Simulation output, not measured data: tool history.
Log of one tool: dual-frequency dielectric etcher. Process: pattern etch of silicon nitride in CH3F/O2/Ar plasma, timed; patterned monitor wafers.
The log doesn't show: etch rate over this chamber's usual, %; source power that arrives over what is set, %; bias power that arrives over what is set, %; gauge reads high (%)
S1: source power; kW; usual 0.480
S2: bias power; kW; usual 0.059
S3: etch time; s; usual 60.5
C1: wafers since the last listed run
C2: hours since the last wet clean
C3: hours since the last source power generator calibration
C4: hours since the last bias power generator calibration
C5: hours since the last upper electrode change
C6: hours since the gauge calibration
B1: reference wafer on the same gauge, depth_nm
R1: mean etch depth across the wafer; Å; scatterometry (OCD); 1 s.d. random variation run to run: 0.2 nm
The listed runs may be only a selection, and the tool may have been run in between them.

{"run": 1, "hour": 0.0, "S1": 0.48, "S2": 0.07, "S3": 60.5, "C1": 0, "C2": 126.8, "C3": 4002.8, "C4": 2120.6, "C5": 4561.6, "C6": 197.3, "B1": 34.4, "R1": 452.1}
{"run": 2, "hour": 21.2, "S1": 0.48, "S2": 0.07, "S3": 60.5, "C1": 217, "C2": 148.0, "C3": 4024.0, "C4": 2141.8, "C5": 4582.8, "C6": 218.5, "B1": 34.42, "R1": 447.8}
{"run": 3, "hour": 39.2, "S1": 0.48, "S2": 0.07, "S3": 60.5, "C1": 184, "C2": 166.0, "C3": 4042.0, "C4": 2159.8, "C5": 4600.8, "C6": 236.5, "B1": 34.39, "R1": 447.3}
{"run": 4, "hour": 60.1, "S1": 0.48, "S2": 0.059, "S3": 60.5, "C1": 214, "C2": 186.9, "C3": 4062.9, "C4": 2180.7, "C5": 4621.7, "C6": 257.4, "B1": 34.38, "R1": 425.5}
{"run": 5, "hour": 80.4, "S1": 0.48, "S2": 0.059, "S3": 60.5, "C1": 208, "C2": 207.2, "C3": 4083.2, "C4": 2201.0, "C5": 4642.0, "C6": 277.7, "B1": 34.43, "R1": 423.0}
{"run": 6, "hour": 101.6, "S1": 0.43, "S2": 0.059, "S3": 60.5, "C1": 217, "C2": 228.4, "C3": 4104.4, "C4": 2222.2, "C5": 4663.2, "C6": 298.9, "B1": 34.41, "R1": 406.4}
{"run": 7, "hour": 128.4, "S1": 0.48, "S2": 0.059, "S3": 50.0, "C1": 274, "C2": 255.2, "C3": 4131.2, "C4": 2249.0, "C5": 4690.0, "C6": 325.7, "B1": 34.39, "R1": 352.3}
{"run": 8, "hour": 160.8, "S1": 0.48, "S2": 0.059, "S3": 50.0, "C1": 332, "C2": 287.6, "C3": 4163.6, "C4": 2281.4, "C5": 4722.4, "C6": 358.1, "B1": 34.41, "R1": 347.8}
{"run": 9, "hour": 177.5, "S1": 0.48, "S2": 0.059, "S3": 50.0, "C1": 171, "C2": 304.3, "C3": 4180.3, "C4": 2298.1, "C5": 4739.1, "C6": 374.8, "B1": 34.46, "R1": 351.2}
{"run": 10, "hour": 210.2, "S1": 0.48, "S2": 0.059, "S3": 60.5, "C1": 335, "C2": 337.0, "C3": 4213.0, "C4": 2330.8, "C5": 4771.8, "C6": 407.5, "B1": 34.43, "R1": 422.2}
{"run": 11, "hour": 226.6, "S1": 0.51, "S2": 0.059, "S3": 60.5, "C1": 168, "C2": 353.4, "C3": 4229.4, "C4": 2347.2, "C5": 4788.2, "C6": 423.9, "B1": 34.4, "R1": 428.7}
{"hour": 252.2, "done": "source power generator calibrated"}
{"run": 12, "hour": 256.2, "S1": 0.51, "S2": 0.059, "S3": 60.5, "C1": 262, "C2": 383.0, "C3": 4.0, "C4": 2376.8, "C5": 4817.8, "C6": 453.5, "B1": 34.44, "R1": 433.4}
{"run": 13, "hour": 273.1, "S1": 0.54, "S2": 0.053, "S3": 73.0, "C1": 173, "C2": 399.9, "C3": 20.9, "C4": 2393.7, "C5": 4834.7, "C6": 470.4, "B1": 34.44, "R1": 512.9}
{"run": 14, "hour": 285.8, "S1": 0.48, "S2": 0.059, "S3": 60.5, "C1": 130, "C2": 412.6, "C3": 33.6, "C4": 2406.4, "C5": 4847.4, "C6": 483.1, "B1": 34.39, "R1": 421.0}
{"run": 15, "hour": 321.0, "S1": 0.48, "S2": 0.059, "S3": 60.5, "C1": 361, "C2": 447.8, "C3": 68.8, "C4": 2441.6, "C5": 4882.6, "C6": 518.3, "B1": 34.37, "R1": 417.8}
{"hour": 350.2, "done": "bias power generator calibrated"}
{"run": 16, "hour": 350.7, "S1": 0.4, "S2": 0.046, "S3": 77.0, "C1": 263, "C2": 477.5, "C3": 98.5, "C4": 0.5, "C5": 4912.3, "C6": 548.0, "B1": 34.41, "R1": 460.4}
{"run": 17, "hour": 365.3, "S1": 0.4, "S2": 0.046, "S3": 77.0, "C1": 149, "C2": 492.1, "C3": 113.1, "C4": 15.1, "C5": 4926.9, "C6": 562.6, "B1": 34.46, "R1": 461.7}
{"run": 18, "hour": 382.0, "S1": 0.59, "S2": 0.059, "S3": 48.5, "C1": 171, "C2": 508.8, "C3": 129.8, "C4": 31.8, "C5": 4943.6, "C6": 579.3, "B1": 34.4, "R1": 364.8}
{"hour": 427.8, "done": "wet clean of the chamber"}
{"run": 19, "hour": 428.3, "S1": 0.48, "S2": 0.059, "S3": 60.5, "C1": 228, "C2": 0.5, "C3": 176.1, "C4": 78.1, "C5": 4989.9, "C6": 625.6, "B1": 34.42, "R1": 421.9}
{"run": 20, "hour": 469.3, "S1": 0.6, "S2": 0.059, "S3": 60.5, "C1": 420, "C2": 41.5, "C3": 217.1, "C4": 119.1, "C5": 5030.9, "C6": 666.6, "B1": 34.44, "R1": 456.0}
{"hour": 499.4, "done": "gauge calibrated"}
{"hour": 505.6, "done": "upper electrode replaced"}
{"run": 21, "hour": 506.1, "S1": 0.41, "S2": 0.045, "S3": 60.5, "C1": 131, "C2": 78.3, "C3": 253.9, "C4": 155.9, "C5": 0.5, "C6": 6.7, "B1": 34.4, "R1": 365.8}
{"run": 22, "hour": 513.2, "S1": 0.54, "S2": 0.059, "S3": 56.0, "C1": 72, "C2": 85.4, "C3": 261.0, "C4": 163.0, "C5": 7.6, "C6": 13.8, "B1": 34.43, "R1": 406.5}
{"run": 23, "hour": 605.5, "S1": 0.48, "S2": 0.063, "S3": 72.5, "C1": 946, "C2": 177.7, "C3": 353.3, "C4": 255.3, "C5": 99.9, "C6": 106.1, "B1": 34.36, "R1": 523.4}
{"run": 24, "hour": 633.2, "S1": 0.57, "S2": 0.059, "S3": 60.5, "C1": 284, "C2": 205.4, "C3": 381.0, "C4": 283.0, "C5": 127.6, "C6": 133.8, "B1": 34.39, "R1": 451.0}

What if the next run were any one of these 5? Each begins from the tool's condition after run 24:
{"run": "A", "hour": 633.6, "S1": 0.48, "S2": 0.055, "S3": 60.5, "C1": 4, "C2": 205.8, "C3": 381.4, "C4": 283.4, "C5": 128.0, "C6": 134.2, "B1": "?", "R1": "?"}
{"run": "B", "hour": 633.6, "S1": 0.37, "S2": 0.051, "S3": 76.0, "C1": 4, "C2": 205.8, "C3": 381.4, "C4": 283.4, "C5": 128.0, "C6": 134.2, "B1": "?", "R1": "?"}
{"run": "C", "hour": 633.6, "S1": 0.4, "S2": 0.054, "S3": 60.5, "C1": 4, "C2": 205.8, "C3": 381.4, "C4": 283.4, "C5": 128.0, "C6": 134.2, "B1": "?", "R1": "?"}
{"run": "D", "hour": 633.6, "S1": 0.37, "S2": 0.065, "S3": 60.5, "C1": 4, "C2": 205.8, "C3": 381.4, "C4": 283.4, "C5": 128.0, "C6": 134.2, "B1": "?", "R1": "?"}
{"run": "E", "hour": 633.6, "S1": 0.48, "S2": 0.059, "S3": 48.5, "C1": 4, "C2": 205.8, "C3": 381.4, "C4": 283.4, "C5": 128.0, "C6": 134.2, "B1": "?", "R1": "?"}

run=A B1=34.40 R1=410.6
run=B B1=34.40 R1=457.0
run=C B1=34.40 R1=381.6
run=D B1=34.40 R1=395.9
run=E B1=34.40 R1=337.1
Take away the tool's hidden state, keep each run's random variation, and the runs would have read:
run=A R1=410.6
run=B R1=457.0
run=C R1=381.6
run=D R1=395.9
run=E R1=337.1

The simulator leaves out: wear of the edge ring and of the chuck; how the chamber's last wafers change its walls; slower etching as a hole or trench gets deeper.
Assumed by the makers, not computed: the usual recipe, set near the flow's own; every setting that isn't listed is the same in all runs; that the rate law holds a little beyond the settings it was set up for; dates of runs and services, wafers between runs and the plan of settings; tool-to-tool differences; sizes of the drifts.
